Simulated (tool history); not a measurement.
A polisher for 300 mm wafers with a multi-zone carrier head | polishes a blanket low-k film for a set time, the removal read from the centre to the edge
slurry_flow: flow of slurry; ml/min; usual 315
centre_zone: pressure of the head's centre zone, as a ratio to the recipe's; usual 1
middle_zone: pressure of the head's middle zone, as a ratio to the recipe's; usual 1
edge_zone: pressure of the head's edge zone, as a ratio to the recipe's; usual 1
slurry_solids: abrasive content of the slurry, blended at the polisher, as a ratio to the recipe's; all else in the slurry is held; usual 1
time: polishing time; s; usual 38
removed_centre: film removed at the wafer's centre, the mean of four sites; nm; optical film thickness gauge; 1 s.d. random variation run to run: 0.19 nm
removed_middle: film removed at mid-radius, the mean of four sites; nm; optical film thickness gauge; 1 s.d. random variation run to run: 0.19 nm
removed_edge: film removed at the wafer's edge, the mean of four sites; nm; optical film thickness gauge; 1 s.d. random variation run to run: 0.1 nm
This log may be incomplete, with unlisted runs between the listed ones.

| run | day | slurry_flow | centre_zone | middle_zone | edge_zone | slurry_solids | time | wafers since the last listed run | wafers polished on this pad | hours since the slurry nozzle was cleaned | hours since the centre zone pressure was calibrated | hours since the edge zone pressure was calibrated | hours since the carrier head's membrane was replaced | incoming thickness of the incoming film, nm | removed_centre | removed_middle | removed_edge |
|---|---|---|---|---|---|---|---|---|---|---|---|---|---|---|---|---|---|
| 1 | 0 | 315 | 1 | 1 | 1 | 1 | 38 | 0 | 579 | 469.5 | 902.6 | 1475.5 | 516.5 | 482 | 15 | 15.6 | 15.1 |
| 2 | 0.525 | 315 | 1 | 1 | 1 | 1 | 38 | 170 | 750 | 482.1 | 915.2 | 1488.1 | 529.1 | 481.2 | 14.3 | 15.1 | 14.7 |
|  | 0.846 | worn pad replaced by a new one |
| 3 | 1.221 | 315 | 1 | 1 | 1 | 1 | 38 | 172 | 121 | 498.8 | 931.9 | 1504.8 | 545.8 | 479.9 | 15.8 | 16.7 | 16.2 |
| 4 | 1.55 | 315 | 1 | 1 | 1 | 0.9 | 38 | 107 | 228 | 506.7 | 939.8 | 1512.7 | 553.7 | 473 | 14.9 | 15.6 | 15.1 |
|  | 1.992 | centre zone pressure recalibrated |
| 5 | 2.012 | 315 | 1.03 | 1 | 1 | 1 | 38 | 123 | 351 | 517.8 | 0.5 | 1523.8 | 564.8 | 478.5 | 15.4 | 15.7 | 15.4 |
| 6 | 2.646 | 390 | 1 | 1 | 1 | 1 | 38 | 205 | 557 | 533 | 15.7 | 1539 | 580 | 489.4 | 15.1 | 15.7 | 15.1 |
|  | 2.858 | slurry nozzle cleaned |
| 7 | 2.904 | 315 | 1 | 1 | 1 | 0.9 | 46 | 70 | 627 | 1.1 | 21.9 | 1545.2 | 586.2 | 480.3 | 17.1 | 18 | 17.4 |
| 8 | 3.625 | 315 | 1 | 1 | 1 | 1 | 38 | 234 | 862 | 18.4 | 39.2 | 1562.5 | 603.5 | 479 | 13.5 | 14.5 | 14.2 |
|  | 3.838 | worn pad replaced by a new one |
| 9 | 4.221 | 315 | 1 | 1 | 1 | 1.1 | 38 | 139 | 125 | 32.7 | 53.5 | 1576.8 | 617.8 | 481.9 | 16.4 | 17.2 | 16.7 |
|  | 4.767 | edge zone pressure recalibrated |
| 10 | 4.788 | 315 | 0.96 | 1 | 1 | 0.85 | 46 | 157 | 282 | 46.3 | 67.1 | 0.5 | 631.4 | 477.9 | 17.3 | 18.3 | 17.9 |
|  | 5.571 | carrier head's membrane replaced by a new one |
| 11 | 6.167 | 315 | 1 | 1 | 1 | 1 | 38 | 380 | 662 | 79.4 | 100.2 | 33.6 | 14.3 | 482.6 | 14.6 | 14.9 | 14.7 |
|  | 6.583 | worn pad replaced by a new one |
| 12 | 6.888 | 315 | 1 | 1 | 1 | 1 | 25 | 180 | 99 | 96.7 | 117.5 | 50.9 | 31.6 | 477.1 | 10.3 | 10.9 | 10.6 |
| 13 | 7.404 | 315 | 1 | 1 | 1 | 1 | 38 | 167 | 267 | 109.1 | 129.9 | 63.3 | 44 | 481.5 | 15.3 | 16 | 15.7 |
| 14 | 7.7 | 315 | 1 | 1 | 1 | 1 | 38 | 96 | 363 | 116.2 | 137 | 70.4 | 51.1 | 474.9 | 15.4 | 15.6 | 15.5 |
| 15 | 8.262 | 315 | 1 | 1.1 | 1.06 | 1 | 38 | 182 | 546 | 129.7 | 150.5 | 83.9 | 64.6 | 484.1 | 14.8 | 16.5 | 15.6 |
| 16 | 8.575 | 315 | 1 | 1 | 1 | 1 | 38 | 101 | 647 | 137.2 | 158 | 91.4 | 72.1 | 488.2 | 14.5 | 15.5 | 15 |
|  | 9.083 | worn pad replaced by a new one |
| 17 | 9.104 | 315 | 1.06 | 1 | 0.93 | 1 | 38 | 117 | 6 | 149.9 | 170.7 | 104.1 | 84.8 | 482.6 | 17.4 | 16.6 | 15.8 |
| 18 | 9.246 | 245 | 1 | 1 | 1 | 1 | 38 | 46 | 52 | 153.3 | 174.1 | 107.5 | 88.2 | 478.9 | 15.5 | 16.8 | 16.1 |
| 19 | 9.617 | 315 | 1 | 1 | 1.05 | 1.3 | 38 | 120 | 173 | 162.2 | 183 | 116.4 | 97.1 | 476 | 17.1 | 18.3 | 18 |
| 20 | 9.946 | 245 | 1 | 1 | 1 | 1 | 38 | 107 | 280 | 170.1 | 190.9 | 124.3 | 105 | 480.4 | 15 | 15.6 | 15.4 |
| 21 | 10.621 | 315 | 1 | 0.88 | 1 | 1 | 38 | 219 | 499 | 186.3 | 207.1 | 140.5 | 121.2 | 480.1 | 15.1 | 14.4 | 15.3 |

What if the next run were any one of these 5? Each begins from the tool's condition after run 21:
| A | 10.638 | 315 | 1 | 1 | 0.92 | 1 | 38 | 5 | 505 | 186.7 | 207.5 | 140.9 | 121.6 | 485.5 | ? | ? | ? |
| B | 10.638 | 375 | 1 | 0.9 | 0.95 | 1 | 38 | 5 | 505 | 186.7 | 207.5 | 140.9 | 121.6 | 485.5 | ? | ? | ? |
| C | 10.638 | 240 | 0.96 | 1 | 0.88 | 1 | 31 | 5 | 505 | 186.7 | 207.5 | 140.9 | 121.6 | 485.5 | ? | ? | ? |
| D | 10.638 | 315 | 1 | 1 | 0.94 | 1 | 38 | 5 | 505 | 186.7 | 207.5 | 140.9 | 121.6 | 485.5 | ? | ? | ? |
| E | 10.638 | 315 | 1 | 0.92 | 1 | 0.9 | 38 | 5 | 505 | 186.7 | 207.5 | 140.9 | 121.6 | 485.5 | ? | ? | ? |

| run | removed_centre | removed_middle | removed_edge |
|---|---|---|---|
| A | 15.4 | 15.3 | 14.7 |
| B | 15.6 | 14.4 | 15.1 |
| C | 11.7 | 12.1 | 11.5 |
| D | 15.4 | 15.3 | 14.9 |
| E | 14.8 | 13.9 | 14.8 |
Had the tool no hidden state, the same runs would have come out as:
| run | removed_centre | removed_middle | removed_edge |
|---|---|---|---|
| A | 16.8 | 16.7 | 16.1 |
| B | 17.1 | 15.7 | 16.5 |
| C | 12.8 | 13.3 | 12.6 |
| D | 16.8 | 16.7 | 16.2 |
| E | 16.2 | 15.2 | 16.1 |
